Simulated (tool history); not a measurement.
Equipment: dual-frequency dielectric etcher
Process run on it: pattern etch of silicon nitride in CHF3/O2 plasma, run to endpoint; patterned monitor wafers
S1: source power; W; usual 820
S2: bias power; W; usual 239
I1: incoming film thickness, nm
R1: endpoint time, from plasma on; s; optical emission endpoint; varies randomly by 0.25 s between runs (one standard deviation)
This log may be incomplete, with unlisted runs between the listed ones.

| run | hour | S1 | S2 | I1 | R1 |
|---|---|---|---|---|---|
| 1 | 0 | 820 | 239 | 56.6 | 28.7 |
| 2 | 106.6 | 820 | 239 | 56.8 | 28.2 |
| 3 | 197.6 | 820 | 239 | 56.5 | 27.9 |
| 4 | 278.5 | 820 | 239 | 57.3 | 28.3 |
| 5 | 328.1 | 820 | 239 | 57 | 28.3 |
| 6 | 411.8 | 750 | 263 | 56.8 | 28.3 |
| 7 | 462.1 | 750 | 263 | 56.6 | 28.2 |
|  | 597 | wet clean of the chamber |
| 8 | 597.5 | 820 | 239 | 56.5 | 29.5 |
| 9 | 671 | 820 | 239 | 56.3 | 28.3 |
| 10 | 746.6 | 820 | 239 | 56.9 | 28.1 |
| 11 | 834.4 | 820 | 202 | 56.9 | 30.4 |
| 12 | 905 | 820 | 202 | 56.6 | 30.2 |
| 13 | 960.2 | 820 | 202 | 56.2 | 29.6 |
| 14 | 1047.3 | 820 | 255 | 56.8 | 27.6 |
|  | 1113.1 | wet clean of the chamber |
|  | 1138.4 | source power generator calibrated |
| 15 | 1150.7 | 820 | 255 | 56.5 | 28 |
| 16 | 1208.3 | 820 | 198 | 57 | 29.9 |
| 17 | 1295.1 | 820 | 225 | 56.6 | 28.5 |
| 18 | 1345.7 | 820 | 277 | 56.5 | 26.4 |
| 19 | 1643.2 | 700 | 198 | 56.5 | 32.1 |
|  | 1705.1 | wet clean of the chamber |
| 20 | 1738.9 | 820 | 223 | 56.6 | 29.4 |
| 21 | 1790.6 | 630 | 239 | 56.9 | 34.3 |
| 22 | 1867.1 | 1010 | 239 | 56.3 | 24.9 |
|  | 1946.5 | upper electrode replaced |
| 23 | 1962.4 | 820 | 268 | 56.7 | 26.8 |
| 24 | 2006.9 | 820 | 239 | 56.7 | 27.5 |
| 25 | 2084.5 | 820 | 239 | 56 | 27.7 |
| 26 | 2149.6 | 740 | 296 | 56.9 | 27.6 |
|  | 2155.5 | bias power generator calibrated |
| 27 | 2186 | 630 | 239 | 56.3 | 32.5 |
| 28 | 2279.4 | 770 | 190 | 56.4 | 30.7 |
|  | 2326.2 | wet clean of the chamber |
| 29 | 2337.8 | 820 | 217 | 56 | 29.1 |
| 30 | 2423.5 | 690 | 259 | 56.9 | 31.5 |
| 31 | 2475.4 | 1010 | 184 | 56.8 | 27.4 |
| 32 | 2557.6 | 720 | 284 | 56.5 | 28.8 |
| 33 | 2608.3 | 760 | 210 | 56.5 | 30 |
| 34 | 2688.3 | 950 | 201 | 56.5 | 26.6 |
| 35 | 2753 | 960 | 223 | 56.1 | 25.7 |

Below are 4 alternative next runs, each starting from the tool's condition after run 35. Predict each:
| A | 2753.4 | 820 | 239 | 56.2 | ? |
| B | 2753.4 | 680 | 221 | 56.2 | ? |
| C | 2753.4 | 820 | 193 | 56.2 | ? |
| D | 2753.4 | 980 | 239 | 56.2 | ? |

| run | R1 |
|---|---|
| A | 27.1 |
| B | 31.4 |
| C | 29.1 |
| D | 24.4 |
The same runs, with their run-to-run variation unchanged, on a tool lacking any hidden condition would have given:
| run | R1 |
|---|---|
| A | 28.4 |
| B | 32.9 |
| C | 30.5 |
| D | 25.6 |

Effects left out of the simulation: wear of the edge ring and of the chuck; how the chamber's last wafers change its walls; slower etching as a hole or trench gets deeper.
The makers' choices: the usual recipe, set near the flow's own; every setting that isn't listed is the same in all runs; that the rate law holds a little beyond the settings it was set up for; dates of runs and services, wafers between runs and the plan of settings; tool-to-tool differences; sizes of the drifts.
